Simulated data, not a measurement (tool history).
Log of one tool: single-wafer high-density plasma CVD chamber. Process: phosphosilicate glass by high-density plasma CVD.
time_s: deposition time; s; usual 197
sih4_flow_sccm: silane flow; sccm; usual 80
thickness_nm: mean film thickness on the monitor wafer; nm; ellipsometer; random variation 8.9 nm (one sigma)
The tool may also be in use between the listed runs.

run    hour  time_s  sih4_flow_sccm  wafers since the last listed run  hours since the silane flow controller was replaced  hours since the gauge calibration  read-back reference wafer on the same gauge, thickness_nm  thickness_nm
  1       0     197              80                                 0                                                575.8                              469.4                                                   1798.509      1525.664
  2    58.5     197              80                               442                                                634.3                              527.9                                                   1802.689      1508.905
  3   116.7     197              80                               440                                                692.5                              586.1                                                   1801.964       1520.99
  4   346.2     197              80                              1735                                                  922                              815.6                                                   1803.241       1483.36
  5   389.5     197              80                               327                                                965.3                              858.9                                                   1798.429      1505.854
  6   497.3     197              80                               815                                               1073.1                              966.7                                                   1798.104      1485.311
  7   585.9     197              80                               670                                               1161.7                             1055.3                                                   1796.923       1473.21
  8   675.9     176              80                               680                                               1251.7                             1145.3                                                   1802.978      1317.661
  9   719.9     206              80                               332                                               1295.7                             1189.3                                                   1795.326      1551.106
 10   777.2     206              80                               433                                                 1353                             1246.6                                                   1803.721       1545.51
 11   849.4     197              80                               546                                               1425.2                             1318.8                                                   1799.432      1469.539
 12   913.5     197              80                               484                                               1489.3                             1382.9                                                   1795.586      1474.064
 13   995.3     197              80                               618                                               1571.1                             1464.7                                                   1797.265      1459.315
 14  1098.9     185              85                               783                                               1674.7                             1568.3                                                    1793.95      1450.633
 15  1157.1     183              94                               440                                               1732.9                             1626.5                                                    1797.85      1546.947
 16  1210.7     197              80                               405                                               1786.5                             1680.1                                                    1798.48      1449.262
 17  1304.9     197              80                               712                                               1880.7                             1774.3                                                   1798.643      1446.045
 18  1348.6     197              80                               330                                               1924.4                               1818                                                     1797.1      1434.745
     1368.2  -- silane flow controller replaced
 19  1442.2     197              65                               647                                                   74                             1911.6                                                   1799.118      1249.394
     1510.9  -- gauge calibrated
 20  1533.8     197              80                               692                                                165.6                               22.9                                                   1803.118        1498.8
 21  1604.1     197              80                               531                                                235.9                               93.2                                                   1801.125      1496.181
 22  1688.1     183              90                               635                                                319.9                              177.2                                                   1799.705       1539.03
 23  1774.6     207              75                               654                                                406.4                              263.7                                                   1798.303      1492.917
 24  1821.8     223              90                               356                                                453.6                              310.9                                                   1795.579      1868.183
 25  1891.7     165              91                               528                                                523.5                              380.8                                                   1800.397      1397.472
 26  1997.1     228              85                               797                                                628.9                              486.2                                                    1802.88      1825.746
 27  2155.6     167              69                              1198                                                787.4                              644.7                                                    1800.39      1102.468

Forecast each of these 4 alternatives for the next run:
  A  2156.1     197              84                                 3                                                787.9                              645.2                                                          ?             ?
  B  2156.1     197              90                                 3                                                787.9                              645.2                                                          ?             ?
  C  2156.1     235              80                                 3                                                787.9                              645.2                                                          ?             ?
  D  2156.1     178              89                                 3                                                787.9                              645.2                                                          ?             ?

run  read-back reference wafer on the same gauge, thickness_nm  thickness_nm
  A                                                   1799.304      1554.813
  B                                                   1799.304      1654.876
  C                                                   1799.304      1775.149
  D                                                   1799.304        1480.2
Without the tool's hidden state the same runs would have given:
run  thickness_nm
  A      1573.776
  B       1675.06
  C        1796.8
  D      1498.254
